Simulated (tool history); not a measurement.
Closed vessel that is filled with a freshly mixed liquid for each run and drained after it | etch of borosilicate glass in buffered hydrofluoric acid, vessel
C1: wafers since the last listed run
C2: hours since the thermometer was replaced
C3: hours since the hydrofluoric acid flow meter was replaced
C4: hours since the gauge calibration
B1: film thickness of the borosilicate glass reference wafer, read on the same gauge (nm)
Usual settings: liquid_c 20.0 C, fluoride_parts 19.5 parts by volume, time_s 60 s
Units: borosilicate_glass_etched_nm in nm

Run 1, day 0.000: usual settings but time_s 45 s; C1 0; C2 1678.6; C3 827.8; C4 206.6; B1 50.02. Result: borosilicate_glass_etched_nm 26.39 nm.
Run 2, day 0.496: usual settings but time_s 45 s; C1 1557; C2 1690.5; C3 839.7; C4 218.5; B1 50.00. Result: borosilicate_glass_etched_nm 26.33 nm.
Run 3, day 1.129: usual settings but liquid_c 17.0 C; C1 1989; C2 1705.7; C3 854.9; C4 233.7; B1 49.99. Result: borosilicate_glass_etched_nm 29.72 nm.
Run 4, day 1.788: usual settings; C1 2067; C2 1721.5; C3 870.7; C4 249.5; B1 49.99. Result: borosilicate_glass_etched_nm 35.17 nm.
Run 5, day 2.512: usual settings but time_s 80 s; C1 2277; C2 1738.9; C3 888.1; C4 266.9; B1 49.98. Result: borosilicate_glass_etched_nm 47.08 nm.
Run 6, day 3.125: usual settings but time_s 80 s; C1 1923; C2 1753.6; C3 902.8; C4 281.6; B1 50.01. Result: borosilicate_glass_etched_nm 46.68 nm.
Run 7, day 3.571: usual settings but time_s 80 s; C1 1400; C2 1764.3; C3 913.5; C4 292.3; B1 49.98. Result: borosilicate_glass_etched_nm 46.79 nm.
Run 8, day 4.171: usual settings; C1 1884; C2 1778.7; C3 927.9; C4 306.7; B1 50.01. Result: borosilicate_glass_etched_nm 34.48 nm.
Run 9, day 4.900: usual settings; C1 2290; C2 1796.2; C3 945.4; C4 324.2; B1 50.00. Result: borosilicate_glass_etched_nm 35.28 nm.
Run 10, day 5.700: usual settings; C1 2512; C2 1815.4; C3 964.6; C4 343.4; B1 49.99. Result: borosilicate_glass_etched_nm 34.92 nm.
At day 5.942: gauge calibrated.
Run 11, day 5.992: usual settings but fluoride_parts 23.5 parts by volume, time_s 90 s; C1 916; C2 1822.4; C3 971.6; C4 1.2; B1 50.00. Result: borosilicate_glass_etched_nm 45.80 nm.
Run 12, day 6.729: usual settings but fluoride_parts 11.5 parts by volume; C1 2316; C2 1840.1; C3 989.3; C4 18.9; B1 50.01. Result: borosilicate_glass_etched_nm 59.34 nm.
Run 13, day 7.429: usual settings; C1 2198; C2 1856.9; C3 1006.1; C4 35.7; B1 50.03. Result: borosilicate_glass_etched_nm 35.10 nm.
Run 14, day 7.971: usual settings but liquid_c 22.0 C, fluoride_parts 12.0 parts by volume, time_s 90 s; C1 1701; C2 1869.9; C3 1019.1; C4 48.7; B1 49.99. Result: borosilicate_glass_etched_nm 95.42 nm.
Run 15, day 8.638: usual settings; C1 2093; C2 1885.9; C3 1035.1; C4 64.7; B1 50.00. Result: borosilicate_glass_etched_nm 35.53 nm.
At day 9.046: thermometer replaced.
Run 16, day 9.067: usual settings; C1 1217; C2 0.5; C3 1045.4; C4 75.0; B1 50.00. Result: borosilicate_glass_etched_nm 30.44 nm.
Run 17, day 9.625: usual settings but fluoride_parts 14.0 parts by volume, time_s 85 s; C1 1753; C2 13.9; C3 1058.8; C4 88.4; B1 50.00. Result: borosilicate_glass_etched_nm 59.43 nm.
Run 18, day 9.950: usual settings but liquid_c 22.0 C, time_s 70 s; C1 1020; C2 21.7; C3 1066.6; C4 96.2; B1 50.00. Result: borosilicate_glass_etched_nm 39.85 nm.
Run 19, day 10.446: usual settings; C1 1557; C2 33.6; C3 1078.5; C4 108.1; B1 49.98. Result: borosilicate_glass_etched_nm 30.69 nm.
At day 10.800: hydrofluoric acid flow meter replaced.
Run 20, day 10.854: usual settings but fluoride_parts 22.5 parts by volume; C1 1151; C2 43.4; C3 1.3; C4 117.9; B1 50.00. Result: borosilicate_glass_etched_nm 27.21 nm.
Run 21, day 11.583: usual settings but liquid_c 17.0 C, fluoride_parts 16.0 parts by volume, time_s 35 s; C1 2290; C2 60.9; C3 18.8; C4 135.4; B1 50.01. Result: borosilicate_glass_etched_nm 18.22 nm.
Run 22, day 11.983: usual settings but liquid_c 21.5 C, fluoride_parts 15.5 parts by volume, time_s 80 s; C1 1256; C2 70.5; C3 28.4; C4 145.0; B1 49.98. Result: borosilicate_glass_etched_nm 55.78 nm.
Run 23, day 12.592: usual settings but liquid_c 17.5 C, fluoride_parts 24.5 parts by volume; C1 1910; C2 85.1; C3 43.0; C4 159.6; B1 50.00. Result: borosilicate_glass_etched_nm 22.51 nm.
Run 24, day 12.971: usual settings but liquid_c 23.5 C, fluoride_parts 27.0 parts by volume, time_s 40 s; C1 1190; C2 94.2; C3 52.1; C4 168.7; B1 50.00. Result: borosilicate_glass_etched_nm 19.50 nm.
Run 25, day 13.629: usual settings but liquid_c 17.0 C, time_s 90 s; C1 2067; C2 110.0; C3 67.9; C4 184.5; B1 50.01. Result: borosilicate_glass_etched_nm 38.72 nm.
Run 26, day 14.367: usual settings but liquid_c 17.5 C; C1 2316; C2 127.7; C3 85.6; C4 202.2; B1 50.00. Result: borosilicate_glass_etched_nm 26.59 nm.
Run 27, day 15.033: usual settings; C1 2093; C2 143.7; C3 101.6; C4 218.2; B1 50.01. Result: borosilicate_glass_etched_nm 30.56 nm.
Run 28, day 15.342: usual settings but liquid_c 18.0 C, fluoride_parts 12.0 parts by volume, time_s 90 s; C1 968; C2 151.1; C3 109.0; C4 225.6; B1 50.00. Result: borosilicate_glass_etched_nm 68.01 nm.
Run 29, day 15.596: usual settings but liquid_c 24.0 C, fluoride_parts 25.0 parts by volume; C1 798; C2 157.2; C3 115.1; C4 231.7; B1 50.01. Result: borosilicate_glass_etched_nm 32.38 nm.
Run 30, day 16.196: usual settings but time_s 80 s; C1 1884; C2 171.6; C3 129.5; C4 246.1; B1 49.99. Result: borosilicate_glass_etched_nm 40.65 nm.
Run 31, day 16.896: usual settings but liquid_c 21.5 C, fluoride_parts 25.5 parts by volume, time_s 70 s; C1 2198; C2 188.4; C3 146.3; C4 262.9; B1 50.02. Result: borosilicate_glass_etched_nm 32.18 nm.
Run 32, day 17.246: usual settings but fluoride_parts 26.5 parts by volume; C1 1099; C2 196.8; C3 154.7; C4 271.3; B1 49.99. Result: borosilicate_glass_etched_nm 24.97 nm.

Forecast each of these 5 alternatives for the next run:
Run A, day 17.275: usual settings but liquid_c 21.5 C; C1 91; C2 197.5; C3 155.4; C4 272.0; B1 ?. Result: borosilicate_glass_etched_nm ?.
Run B, day 17.275: usual settings but liquid_c 17.5 C, fluoride_parts 27.0 parts by volume, time_s 70 s; C1 91; C2 197.5; C3 155.4; C4 272.0; B1 ?. Result: borosilicate_glass_etched_nm ?.
Run C, day 17.275: usual settings but liquid_c 24.5 C, fluoride_parts 12.5 parts by volume, time_s 95 s; C1 91; C2 197.5; C3 155.4; C4 272.0; B1 ?. Result: borosilicate_glass_etched_nm ?.
Run D, day 17.275: usual settings but liquid_c 25.0 C, fluoride_parts 26.5 parts by volume, time_s 45 s; C1 91; C2 197.5; C3 155.4; C4 272.0; B1 ?. Result: borosilicate_glass_etched_nm ?.
Run E, day 17.275: usual settings but liquid_c 24.0 C; C1 91; C2 197.5; C3 155.4; C4 272.0; B1 ?. Result: borosilicate_glass_etched_nm ?.

run     B1  borosilicate_glass_etched_nm
  A  50.00                         33.28
  B  50.00                         24.63
  C  50.00                         96.24
  D  50.00                         24.20
  E  50.00                         38.10
Without the tool's hidden state the same runs would have given:
run  borosilicate_glass_etched_nm
  A                         32.78
  B                         24.25
  C                         94.81
  D                         23.84
  E                         37.53
